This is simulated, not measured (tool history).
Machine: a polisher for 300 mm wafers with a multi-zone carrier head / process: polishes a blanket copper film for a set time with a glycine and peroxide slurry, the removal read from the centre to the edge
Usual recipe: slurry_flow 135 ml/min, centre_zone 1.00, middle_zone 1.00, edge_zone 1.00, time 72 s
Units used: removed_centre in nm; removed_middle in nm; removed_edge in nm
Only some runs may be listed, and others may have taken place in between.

run   hour  slurry_flow  centre_zone  middle_zone  edge_zone  time  wafers since the last listed run  wafers polished on this pad  hours since the slurry nozzle was cleaned  hours since the centre zone pressure was calibrated  hours since the edge zone pressure was calibrated  hours since the carrier head's membrane was replaced  incoming thickness of the incoming film, nm  removed_centre  removed_middle  removed_edge
  1    0.0          135         1.00         1.00       1.00    72                                 0                          567                                      737.6                                               1444.8                                              987.0                                                 988.9                                       1245.4           351.4           322.4         312.4
  2    9.9          135         1.00         1.00       1.00    72                                79                          646                                      747.5                                               1454.7                                              996.9                                                 998.8                                       1234.1           354.0           321.5         314.4
  3   16.7          135         1.00         1.00       1.00    72                                54                          700                                      754.3                                               1461.5                                             1003.7                                                1005.6                                       1239.9           356.0           312.5         313.9
      36.1  -- worn pad replaced by a new one
  4   36.6          135         1.00         1.00       1.00    72                               126                            3                                      774.2                                               1481.4                                             1023.6                                                1025.5                                       1238.3           359.2           325.6         313.5
  5   47.2          135         1.00         1.00       1.00    72                                84                           88                                      784.8                                               1492.0                                             1034.2                                                1036.1                                       1255.2           355.5           319.2         322.4
  6   57.8          135         1.00         1.00       1.00    72                                84                          172                                      795.4                                               1502.6                                             1044.8                                                1046.7                                       1248.8           358.8           319.3         321.2
      61.5  -- edge zone pressure recalibrated
  7   71.4          135         1.00         1.00       1.00    72                                92                          265                                      809.0                                               1516.2                                                9.9                                                1060.3                                       1243.7           353.5           331.9         314.7
  8   83.4          135         1.00         1.00       1.00    72                                95                          361                                      821.0                                               1528.2                                               21.9                                                1072.3                                       1232.0           358.2           317.0         315.9
  9   99.4          135         1.00         0.91       1.00    72                               127                          489                                      837.0                                               1544.2                                               37.9                                                1088.3                                       1262.9           361.1           298.0         318.6
     109.2  -- centre zone pressure recalibrated
 10  109.7          135         1.00         0.91       1.00    72                                66                          555                                      847.3                                                  0.5                                               48.2                                                1098.6                                       1239.9           316.1           302.8         311.5
 11  124.4          175         1.00         1.00       1.00    84                               117                          672                                      862.0                                                 15.2                                               62.9                                                1113.3                                       1233.2           391.0           389.8         369.6
     134.8  -- slurry nozzle cleaned
 12  135.3          135         1.00         1.10       1.00    72                                79                          751                                        0.5                                                 26.1                                               73.8                                                1124.2                                       1252.5           317.1           346.5         317.6
     140.1  -- worn pad replaced by a new one
 13  150.5          135         1.00         1.00       1.00    72                                89                           82                                       15.7                                                 41.3                                               89.0                                                1139.4                                       1270.9           319.3           322.7         317.0
 14  167.3          135         1.00         1.00       1.10    72                               134                          216                                       32.5                                                 58.1                                              105.8                                                1156.2                                       1230.2           316.8           329.5         323.5
     173.1  -- carrier head's membrane replaced by a new one
 15  176.8          110         0.97         1.09       1.00    72                                35                          252                                       42.0                                                 67.6                                              115.3                                                   3.7                                       1249.7           300.2           327.3         307.9
 16  188.9          135         1.00         1.00       1.00    72                                96                          349                                       54.1                                                 79.7                                              127.4                                                  15.8                                       1228.5           321.2           319.4         310.9
     231.0  -- worn pad replaced by a new one
 17  231.5          135         1.00         1.05       1.00    72                               308                            3                                       96.7                                                122.3                                              170.0                                                  58.4                                       1246.7           317.6           332.4         310.8
 18  245.5          135         0.96         0.94       0.91    84                               111                          115                                      110.7                                                136.3                                              184.0                                                  72.4                                       1267.4           356.1           369.1         359.1
 19  257.0          135         1.00         0.94       1.00    92                                91                          207                                      122.2                                                147.8                                              195.5                                                  83.9                                       1245.4           402.3           398.0         402.1
 20  271.7          125         0.89         1.00       1.00    72                               117                          324                                      136.9                                                162.5                                              210.2                                                  98.6                                       1262.8           278.4           319.1         318.2
 21  287.4          135         1.00         1.00       1.00    72                               125                          449                                      152.6                                                178.2                                              225.9                                                 114.3                                       1250.1           320.5           320.9         317.4
 22  299.8          135         0.90         1.00       0.96    50                                99                          549                                      165.0                                                190.6                                              238.3                                                 126.7                                       1277.8           200.3           217.7         210.0
 23  311.0          135         1.00         1.00       1.10    72                                89                          638                                      176.2                                                201.8                                              249.5                                                 137.9                                       1237.5           317.6           325.2         329.9

Consider 3 possible next runs. They are alternatives, not a sequence: every one starts from the tool as it was left by run 23. What does each give?
  A  311.5          135         1.00         1.00       1.00    72                                 3                          642                                      176.7                                                202.3                                              250.0                                                 138.4                                       1276.8               ?               ?             ?
  B  311.5          135         1.07         0.97       1.00    65                                 3                          642                                      176.7                                                202.3                                              250.0                                                 138.4                                       1276.8               ?               ?             ?
  C  311.5          175         1.00         0.91       1.06    72                                 3                          642                                      176.7                                                202.3                                              250.0                                                 138.4                                       1276.8               ?               ?             ?

run  removed_centre  removed_middle  removed_edge
  A           318.6           326.6         312.5
  B           307.9           288.3         282.2
  C           332.8           317.3         328.3
With no hidden state in the tool, these same runs would have given:
run  removed_centre  removed_middle  removed_edge
  A           315.4           326.6         312.5
  B           304.8           288.3         282.2
  C           329.4           317.4         328.3

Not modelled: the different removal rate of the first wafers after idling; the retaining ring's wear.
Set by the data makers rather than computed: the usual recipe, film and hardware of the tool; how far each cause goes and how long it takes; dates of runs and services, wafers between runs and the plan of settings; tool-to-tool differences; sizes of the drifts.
